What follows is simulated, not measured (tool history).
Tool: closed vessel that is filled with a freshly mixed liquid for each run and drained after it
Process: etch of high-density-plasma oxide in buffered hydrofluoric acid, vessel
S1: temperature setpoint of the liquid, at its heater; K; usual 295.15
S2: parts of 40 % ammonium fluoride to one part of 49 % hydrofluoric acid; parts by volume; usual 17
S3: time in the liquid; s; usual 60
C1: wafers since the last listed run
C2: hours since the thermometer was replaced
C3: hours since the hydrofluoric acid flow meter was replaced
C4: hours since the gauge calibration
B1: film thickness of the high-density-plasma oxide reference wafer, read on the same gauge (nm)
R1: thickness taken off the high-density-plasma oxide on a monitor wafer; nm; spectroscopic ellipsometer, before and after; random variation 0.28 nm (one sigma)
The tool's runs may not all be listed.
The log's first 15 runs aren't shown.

run,hour,S1,S2,S3,C1,C2,C3,C4,B1,R1
16,438.2,293.65,17,45,3753,149.4,156.7,356.9,40.05,46.58
17,461.1,298.15,19.5,80,3048,172.3,179.6,379.8,40.04,92.53
18,489.2,299.65,11,60,3740,200.4,207.7,407.9,39.98,132.31
# hour 518.1: gauge calibrated
19,524.8,297.15,12,95,4738,236,243.3,6.7,40.02,169.19
20,541.8,292.65,11.5,50,2262,253,260.3,23.7,40.02,72.28
21,570.4,295.15,15,60,3806,281.6,288.9,52.3,40.01,77.3
22,596.7,292.15,24,95,3500,307.9,315.2,78.6,40.01,67.61
23,615.5,296.65,21.5,60,2502,326.7,334,97.4,39.99,58.77
24,640.6,297.65,21.5,35,3340,351.8,359.1,122.5,39.99,36.76
25,668.9,295.15,17,60,3766,380.1,387.4,150.8,40.02,67.6
26,696.6,297.15,12.5,75,3686,407.8,415.1,178.5,39.99,127.79
27,725.4,295.15,17,60,3833,436.6,443.9,207.3,40,67.77
28,755.1,298.15,17,60,3953,466.3,473.6,237,39.97,79.81
29,770.7,295.15,23,60,2076,481.9,489.2,252.6,40.04,52.41
30,790.2,292.65,22.5,60,2595,501.4,508.7,272.1,39.99,45.84

3 ways to go on from here, each from the tool as it stands after run 30. What would each give?
A,790.9,295.15,17,60,93,502.1,509.4,272.8,?,?
B,790.9,291.65,10,70,93,502.1,509.4,272.8,?,?
C,790.9,290.65,24,60,93,502.1,509.4,272.8,?,?

run,B1,R1
A,39.99,68.31
B,39.99,108.77
C,39.99,39.37
Without the tool's hidden state the same runs would have given:
run,R1
A,69.28
B,111.78
C,40.39
